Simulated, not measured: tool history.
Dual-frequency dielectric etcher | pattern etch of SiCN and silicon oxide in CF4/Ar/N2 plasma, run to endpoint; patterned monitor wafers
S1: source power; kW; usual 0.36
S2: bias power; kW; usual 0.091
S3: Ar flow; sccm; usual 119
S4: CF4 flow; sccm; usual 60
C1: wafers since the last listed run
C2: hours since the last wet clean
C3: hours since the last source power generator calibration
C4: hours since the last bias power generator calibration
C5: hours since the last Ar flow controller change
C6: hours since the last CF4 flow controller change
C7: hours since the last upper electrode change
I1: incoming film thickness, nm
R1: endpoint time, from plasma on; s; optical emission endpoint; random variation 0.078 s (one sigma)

run     day    S1     S2   S3  S4    C1     C2      C3      C4      C5      C6      C7     I1    R1
  1       0  0.36  0.085  119  56     0  446.7  1956.2  3623.8  5216.8  4900.9    2923  14.74  21.4
  2   0.579  0.36  0.085  119  56   225  460.6  1970.1  3637.7  5230.7  4914.8  2936.9  14.73  21.4
  3     1.6  0.36  0.085  119  56   398  485.1  1994.6  3662.2  5255.2  4939.3  2961.4  14.91  21.4
  4   2.821  0.36  0.091  119  60   476  514.4  2023.9  3691.5  5284.5  4968.6  2990.7  14.62  20.5
  5   4.138  0.36  0.091  119  60   513    546  2055.5  3723.1  5316.1  5000.2  3022.3  14.59  20.4
      4.533  -- bias power generator calibrated
  6    4.75  0.36  0.091  140  49   173  560.7  2070.2     5.2  5330.8  5014.9    3037  14.56  21.2
      5.362  -- source power generator calibrated
  7   5.667  0.36  0.091  140  49   292  582.7     7.3    27.2  5352.8  5036.9    3059  14.65  20.9
  8   6.783  0.36  0.073  119  60   435  609.5    34.1      54  5379.6  5063.7  3085.8  14.69  21.6
  9   7.858  0.42   0.07  119  60   419  635.3    59.9    79.8  5405.4  5089.5  3111.6  14.55  18.9
 10    8.95   0.4  0.091  104  70   425  661.5    86.1     106  5431.6  5115.7  3137.8  14.62  17.5
 11   9.546  0.36  0.076  119  60   232  675.8   100.4   120.3  5445.9    5130  3152.1  14.69  21.2
     10.671  -- wet clean of the chamber
 12    10.7  0.36    0.1  106  60    60    0.7   128.1     148  5473.6  5157.7  3179.8   14.6  19.2
     11.658  -- source power generator calibrated, repeated, since the last time left the tool worse
 13  11.862  0.36  0.081   90  53   388   28.6     4.9   175.9  5501.5  5185.6  3207.7  14.81  22.1
 14  12.967  0.32   0.07  119  60   430   55.1    31.4   202.4    5528  5212.1  3234.2  14.49  25.5
 15  14.458  0.36  0.091  119  60   581   90.9    67.2   238.2  5563.8  5247.9    3270  14.72  21.3
      14.95  -- CF4 flow controller replaced
     15.667  -- Ar flow controller replaced
 16  15.688  0.29  0.091  135  60   284  120.4    96.7   267.7     0.5    17.7  3299.5  14.68  26.2
 17  16.217  0.44  0.083  119  64   206  133.1   109.4   280.4    13.2    30.4  3312.2  14.86  18.2
     17.704  -- upper electrode replaced
 18  17.725  0.36  0.074  110  60   198  169.3   145.6   316.6    49.4    66.6     0.5  14.77  22.6
 19  18.046  0.36  0.091  128  64   125    177   153.3   324.3    57.1    74.3     8.2  14.78  21.2
 20  21.196  0.36  0.091  119  60  1228  252.6   228.9   399.9   132.7   149.9    83.8  14.85  21.2
 21  21.962  0.44  0.102  129  47   298    271   247.3   418.3   151.1   168.3   102.2  14.66  17.7
 22  22.546  0.44  0.106  139  75   227    285   261.3   432.3   165.1   182.3   116.2  14.55  16.3
 23  24.696  0.29  0.091  147  73   838  336.6   312.9   483.9   216.7   233.9   167.8   14.8  25.9

Some steps in R1 between neighbouring runs. How much of each would the tool show without its hidden state too (settings, what came in, random variation), and how much is left for the hidden state, with any gauge scatter that isn't in both results?
The hidden state here: etch rate over this chamber's usual, %; source power that arrives over what is set, %; bias power that arrives over what is set, %; Ar flow that arrives over what is set, %; CF4 flow that arrives over what is set, %.
Run 6 -> 7: source power generator calibrated. R1 -0.3 s: hidden state -0.5, all else +0.2.
Run 12 -> 13: S2 0.1 -> 0.081, S3 106 -> 90, S4 60 -> 53, source power generator calibrated, repeated, since the last time left the tool worse. R1 +2.9 s: hidden state +0.9, all else +2.
Run 16 -> 17: S1 0.29 -> 0.44, S2 0.091 -> 0.083, S3 135 -> 119, S4 60 -> 64. R1 -8 s: hidden state +0, all else -8.
Run 22 -> 23: S1 0.44 -> 0.29, S2 0.106 -> 0.091, S3 139 -> 147, S4 75 -> 73. R1 +9.6 s: hidden state -0.1, all else +9.7.
